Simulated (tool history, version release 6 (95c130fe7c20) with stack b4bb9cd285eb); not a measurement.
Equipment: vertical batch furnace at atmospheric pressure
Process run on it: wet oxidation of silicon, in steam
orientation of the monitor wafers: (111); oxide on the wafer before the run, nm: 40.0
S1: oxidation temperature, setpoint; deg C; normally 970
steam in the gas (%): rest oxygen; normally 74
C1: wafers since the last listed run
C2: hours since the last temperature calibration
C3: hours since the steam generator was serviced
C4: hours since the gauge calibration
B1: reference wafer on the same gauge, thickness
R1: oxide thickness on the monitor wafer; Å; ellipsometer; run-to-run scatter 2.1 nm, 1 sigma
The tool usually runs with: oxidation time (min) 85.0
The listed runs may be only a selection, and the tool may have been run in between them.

{"run": 1, "day": 0.0, "S1": 970, "oxidation time (min)": 85.0, "steam in the gas (%)": 74, "C1": 0, "C2": 3312.7, "C3": 1337.5, "C4": 746.0, "B1": 362.96, "R1": 4007.2}
{"run": 2, "day": 0.742, "S1": 970, "oxidation time (min)": 85.0, "steam in the gas (%)": 74, "C1": 131, "C2": 3330.5, "C3": 1355.3, "C4": 763.8, "B1": 362.89, "R1": 3989.8}
{"run": 3, "day": 1.821, "S1": 970, "oxidation time (min)": 55.0, "steam in the gas (%)": 74, "C1": 190, "C2": 3356.4, "C3": 1381.2, "C4": 789.7, "B1": 362.71, "R1": 3045.5}
{"run": 4, "day": 2.612, "S1": 970, "oxidation time (min)": 55.0, "steam in the gas (%)": 74, "C1": 140, "C2": 3375.4, "C3": 1400.2, "C4": 808.7, "B1": 363.08, "R1": 3042.2}
{"run": 5, "day": 4.012, "S1": 970, "oxidation time (min)": 55.0, "steam in the gas (%)": 74, "C1": 247, "C2": 3409.0, "C3": 1433.8, "C4": 842.3, "B1": 363.38, "R1": 3013.4}
{"run": 6, "day": 4.95, "S1": 970, "oxidation time (min)": 85.0, "steam in the gas (%)": 81, "C1": 165, "C2": 3431.5, "C3": 1456.3, "C4": 864.8, "B1": 363.36, "R1": 4198.2}
{"run": 7, "day": 6.204, "S1": 970, "oxidation time (min)": 85.0, "steam in the gas (%)": 81, "C1": 221, "C2": 3461.6, "C3": 1486.4, "C4": 894.9, "B1": 362.82, "R1": 4235.8}
{"run": 8, "day": 7.308, "S1": 970, "oxidation time (min)": 85.0, "steam in the gas (%)": 81, "C1": 195, "C2": 3488.1, "C3": 1512.9, "C4": 921.4, "B1": 363.2, "R1": 4193.1}
{"run": 9, "day": 8.433, "S1": 970, "oxidation time (min)": 85.0, "steam in the gas (%)": 74, "C1": 198, "C2": 3515.1, "C3": 1539.9, "C4": 948.4, "B1": 363.42, "R1": 3978.1}
{"run": 10, "day": 9.475, "S1": 970, "oxidation time (min)": 85.0, "steam in the gas (%)": 74, "C1": 184, "C2": 3540.1, "C3": 1564.9, "C4": 973.4, "B1": 363.13, "R1": 4028.7}
{"run": 11, "day": 10.679, "S1": 970, "oxidation time (min)": 85.0, "steam in the gas (%)": 74, "C1": 213, "C2": 3569.0, "C3": 1593.8, "C4": 1002.3, "B1": 363.24, "R1": 3980.7}
{"run": 12, "day": 11.825, "S1": 970, "oxidation time (min)": 85.0, "steam in the gas (%)": 77, "C1": 202, "C2": 3596.5, "C3": 1621.3, "C4": 1029.8, "B1": 362.71, "R1": 4071.3}
{"run": 13, "day": 12.971, "S1": 970, "oxidation time (min)": 85.0, "steam in the gas (%)": 77, "C1": 202, "C2": 3624.0, "C3": 1648.8, "C4": 1057.3, "B1": 362.79, "R1": 4099.7}
{"run": 14, "day": 14.462, "S1": 970, "oxidation time (min)": 100.5, "steam in the gas (%)": 69, "C1": 263, "C2": 3659.8, "C3": 1684.6, "C4": 1093.1, "B1": 362.54, "R1": 4266.8}
{"run": 15, "day": 15.246, "S1": 970, "oxidation time (min)": 100.5, "steam in the gas (%)": 69, "C1": 138, "C2": 3678.6, "C3": 1703.4, "C4": 1111.9, "B1": 363.26, "R1": 4204.0}
{"run": 16, "day": 15.946, "S1": 988, "oxidation time (min)": 85.0, "steam in the gas (%)": 74, "C1": 123, "C2": 3695.4, "C3": 1720.2, "C4": 1128.7, "B1": 363.14, "R1": 4425.1}
{"run": 17, "day": 17.229, "S1": 988, "oxidation time (min)": 85.0, "steam in the gas (%)": 74, "C1": 227, "C2": 3726.2, "C3": 1751.0, "C4": 1159.5, "B1": 362.64, "R1": 4414.3}
{"run": 18, "day": 18.725, "S1": 970, "oxidation time (min)": 85.0, "steam in the gas (%)": 74, "C1": 264, "C2": 3762.1, "C3": 1786.9, "C4": 1195.4, "B1": 363.06, "R1": 3964.8}
{"day": 20.633, "done": "gauge calibrated"}
{"run": 19, "day": 22.125, "S1": 980, "oxidation time (min)": 55.5, "steam in the gas (%)": 83, "C1": 601, "C2": 3843.7, "C3": 1868.5, "C4": 35.8, "B1": 363.36, "R1": 3510.5}
{"run": 20, "day": 23.254, "S1": 990, "oxidation time (min)": 85.0, "steam in the gas (%)": 85, "C1": 199, "C2": 3870.8, "C3": 1895.6, "C4": 62.9, "B1": 363.38, "R1": 4854.0}
{"run": 21, "day": 23.817, "S1": 986, "oxidation time (min)": 55.5, "steam in the gas (%)": 74, "C1": 99, "C2": 3884.3, "C3": 1909.1, "C4": 76.4, "B1": 363.29, "R1": 3331.1}
{"run": 22, "day": 24.542, "S1": 970, "oxidation time (min)": 85.0, "steam in the gas (%)": 84, "C1": 128, "C2": 3901.7, "C3": 1926.5, "C4": 93.8, "B1": 362.72, "R1": 4283.6}
{"run": 23, "day": 25.958, "S1": 970, "oxidation time (min)": 66.5, "steam in the gas (%)": 74, "C1": 250, "C2": 3935.7, "C3": 1960.5, "C4": 127.8, "B1": 362.93, "R1": 3392.4}
{"run": 24, "day": 27.925, "S1": 970, "oxidation time (min)": 85.0, "steam in the gas (%)": 74, "C1": 347, "C2": 3982.9, "C3": 2007.7, "C4": 175.0, "B1": 362.97, "R1": 4001.8}
{"run": 25, "day": 28.7, "S1": 970, "oxidation time (min)": 85.0, "steam in the gas (%)": 67, "C1": 137, "C2": 4001.5, "C3": 2026.3, "C4": 193.6, "B1": 363.14, "R1": 3745.1}
{"day": 30.775, "done": "thermocouples replaced and temperature profile calibrated"}
{"day": 31.779, "done": "steam generator serviced"}
{"run": 26, "day": 31.8, "S1": 970, "oxidation time (min)": 62.5, "steam in the gas (%)": 74, "C1": 194, "C2": 24.6, "C3": 0.5, "C4": 268.0, "B1": 362.67, "R1": 3437.4}
{"run": 27, "day": 32.033, "S1": 994, "oxidation time (min)": 47.5, "steam in the gas (%)": 64, "C1": 41, "C2": 30.2, "C3": 6.1, "C4": 273.6, "B1": 363.46, "R1": 3102.2}
{"run": 28, "day": 32.733, "S1": 991, "oxidation time (min)": 48.5, "steam in the gas (%)": 68, "C1": 123, "C2": 47.0, "C3": 22.9, "C4": 290.4, "B1": 363.18, "R1": 3172.4}
{"run": 29, "day": 33.238, "S1": 970, "oxidation time (min)": 85.0, "steam in the gas (%)": 71, "C1": 89, "C2": 59.1, "C3": 35.0, "C4": 302.5, "B1": 362.84, "R1": 4036.5}
{"run": 30, "day": 34.3, "S1": 989, "oxidation time (min)": 85.0, "steam in the gas (%)": 63, "C1": 187, "C2": 84.6, "C3": 60.5, "C4": 328.0, "B1": 362.99, "R1": 4210.5}
{"run": 31, "day": 38.492, "S1": 949, "oxidation time (min)": 109.5, "steam in the gas (%)": 67, "C1": 741, "C2": 185.2, "C3": 161.1, "C4": 428.6, "B1": 362.88, "R1": 4015.4}
{"run": 32, "day": 39.158, "S1": 960, "oxidation time (min)": 85.0, "steam in the gas (%)": 80, "C1": 117, "C2": 201.2, "C3": 177.1, "C4": 444.6, "B1": 363.07, "R1": 4081.7}
{"run": 33, "day": 39.742, "S1": 970, "oxidation time (min)": 85.0, "steam in the gas (%)": 74, "C1": 103, "C2": 215.2, "C3": 191.1, "C4": 458.6, "B1": 362.82, "R1": 4157.7}
{"run": 34, "day": 41.042, "S1": 978, "oxidation time (min)": 101.5, "steam in the gas (%)": 74, "C1": 229, "C2": 246.4, "C3": 222.3, "C4": 489.8, "B1": 363.05, "R1": 4773.1}
{"run": 35, "day": 41.583, "S1": 993, "oxidation time (min)": 85.0, "steam in the gas (%)": 85, "C1": 95, "C2": 259.4, "C3": 235.3, "C4": 502.8, "B1": 363.42, "R1": 5115.0}
{"run": 36, "day": 42.933, "S1": 970, "oxidation time (min)": 85.0, "steam in the gas (%)": 74, "C1": 238, "C2": 291.8, "C3": 267.7, "C4": 535.2, "B1": 362.85, "R1": 4116.3}
{"run": 37, "day": 44.312, "S1": 970, "oxidation time (min)": 85.0, "steam in the gas (%)": 74, "C1": 243, "C2": 324.9, "C3": 300.8, "C4": 568.3, "B1": 362.96, "R1": 4155.3}
{"run": 38, "day": 45.504, "S1": 970, "oxidation time (min)": 62.5, "steam in the gas (%)": 74, "C1": 210, "C2": 353.5, "C3": 329.4, "C4": 596.9, "B1": 363.03, "R1": 3388.9}
{"run": 39, "day": 46.992, "S1": 970, "oxidation time (min)": 85.0, "steam in the gas (%)": 82, "C1": 263, "C2": 389.2, "C3": 365.1, "C4": 632.6, "B1": 362.91, "R1": 4325.5}

Run-by-run hidden state of the tool:
true tube temperature minus thermocouple reading, K: 0 in every run
gauge reads high (%): 0 in every run
H1: steam share off its setpoint, % of the setpoint
run=1 H1=-6.85
run=2 H1=-6.88
run=3 H1=-6.93
run=4 H1=-6.97
run=5 H1=-7.03
run=6 H1=-7.06
run=7 H1=-7.11
run=8 H1=-7.15
run=9 H1=-7.2
run=10 H1=-7.23
run=11 H1=-7.27
run=12 H1=-7.31
run=13 H1=-7.35
run=14 H1=-7.4
run=15 H1=-7.42
run=16 H1=-7.44
run=17 H1=-7.48
run=18 H1=-7.52
run=19 H1=-7.6
run=20 H1=-7.63
run=21 H1=-7.64
run=22 H1=-7.66
run=23 H1=-7.69
run=24 H1=-7.73
run=25 H1=-7.75
run=26 H1=-0.0077
run=27 H1=-0.0637
run=28 H1=-0.229
run=29 H1=-0.346
run=30 H1=-0.588
run=31 H1=-1.47
run=32 H1=-1.6
run=33 H1=-1.71
run=34 H1=-1.95
run=35 H1=-2.05
run=36 H1=-2.29
run=37 H1=-2.53
run=38 H1=-2.72
run=39 H1=-2.95
